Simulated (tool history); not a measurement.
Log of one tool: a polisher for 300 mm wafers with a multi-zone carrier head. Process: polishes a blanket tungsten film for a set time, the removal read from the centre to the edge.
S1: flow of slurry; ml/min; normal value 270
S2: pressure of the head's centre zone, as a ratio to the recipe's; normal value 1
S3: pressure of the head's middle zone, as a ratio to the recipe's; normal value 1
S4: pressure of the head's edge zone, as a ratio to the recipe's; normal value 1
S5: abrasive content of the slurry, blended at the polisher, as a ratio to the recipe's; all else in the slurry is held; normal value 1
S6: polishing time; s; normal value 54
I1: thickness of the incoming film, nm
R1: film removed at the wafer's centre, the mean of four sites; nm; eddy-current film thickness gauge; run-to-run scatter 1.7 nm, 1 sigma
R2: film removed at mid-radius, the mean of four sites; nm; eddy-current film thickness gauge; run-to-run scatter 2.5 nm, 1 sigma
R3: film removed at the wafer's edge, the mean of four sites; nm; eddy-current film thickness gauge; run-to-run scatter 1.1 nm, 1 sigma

| run | hour | S1 | S2 | S3 | S4 | S5 | S6 | I1 | R1 | R2 | R3 |
|---|---|---|---|---|---|---|---|---|---|---|---|
| 1 | 0 | 270 | 1 | 1 | 1 | 1 | 54 | 638.6 | 160 | 171 | 177.3 |
| 2 | 35.2 | 335 | 0.94 | 1 | 0.97 | 0.9 | 54 | 646.7 | 149.5 | 170.2 | 173.5 |
| 3 | 56.3 | 270 | 1 | 0.92 | 1 | 1 | 54 | 649 | 161 | 160.8 | 176.3 |
|  | 64.8 | edge zone pressure recalibrated |
| 4 | 74 | 270 | 1 | 1 | 1 | 1.1 | 68 | 662.7 | 204.8 | 220.7 | 228.7 |
|  | 80.5 | centre zone pressure recalibrated |
|  | 82.1 | slurry nozzle cleaned |
| 5 | 97.9 | 270 | 1 | 0.91 | 1.11 | 0.8 | 54 | 648.4 | 159.8 | 150.8 | 176.7 |
| 6 | 114.3 | 270 | 1 | 1 | 1 | 1 | 70 | 638.5 | 224.9 | 230.2 | 229.6 |
| 7 | 135.1 | 270 | 1 | 1 | 1 | 1.25 | 54 | 641.5 | 180.5 | 178.2 | 187.3 |
| 8 | 148.3 | 270 | 1 | 1 | 1.07 | 1 | 69 | 659.6 | 219 | 219.3 | 232.3 |
| 9 | 166.3 | 270 | 1 | 1 | 1 | 0.85 | 54 | 645.9 | 166.3 | 164 | 171.9 |
| 10 | 184.4 | 355 | 1 | 1.12 | 1.03 | 1.25 | 54 | 654 | 185.8 | 200.2 | 191.8 |
| 11 | 220.2 | 270 | 1 | 1 | 1 | 1 | 54 | 660.1 | 168.9 | 170.3 | 176.3 |
|  | 235.9 | worn pad replaced by a new one |
| 12 | 236.4 | 270 | 1 | 1 | 1 | 1 | 54 | 651.1 | 170.2 | 176.9 | 176.8 |
| 13 | 266.6 | 270 | 1 | 1 | 1 | 1 | 54 | 658.2 | 172.6 | 170.4 | 177.5 |
| 14 | 278.6 | 345 | 1 | 0.88 | 0.9 | 0.75 | 54 | 645.6 | 166 | 147.1 | 161.9 |
| 15 | 311.4 | 270 | 1 | 1 | 1 | 1 | 54 | 649.7 | 167.6 | 172.2 | 176.9 |
| 16 | 326.1 | 270 | 1.12 | 1 | 1 | 0.9 | 54 | 657.3 | 181.7 | 167.8 | 171.5 |
| 17 | 347.5 | 270 | 1 | 0.9 | 1 | 0.75 | 54 | 645.9 | 157.6 | 149.3 | 166.2 |
| 18 | 377 | 315 | 1.11 | 1 | 1 | 1 | 54 | 655.2 | 190.2 | 174.2 | 179.1 |
| 19 | 396.4 | 180 | 1 | 1 | 1.09 | 1 | 54 | 660 | 158.9 | 164.3 | 177 |
|  | 454.6 | slurry nozzle cleaned |
| 20 | 478.2 | 220 | 1.1 | 0.93 | 1 | 1 | 71 | 643.8 | 234.9 | 209.1 | 231.3 |

What does the tool deliver on the next run?
|  | 487.4 | worn pad replaced by a new one |
| 21 | 577.5 | 270 | 1 | 1 | 1 | 1 | 54 | 659.2 | ? | ? | ? |

{"run 21": {"R1": 162.5, "R2": 174, "R3": 178.3}}
Without the tool's hidden state the same run would have given R1 172.5 nm, R2 173.9 nm, R3 178.3 nm.
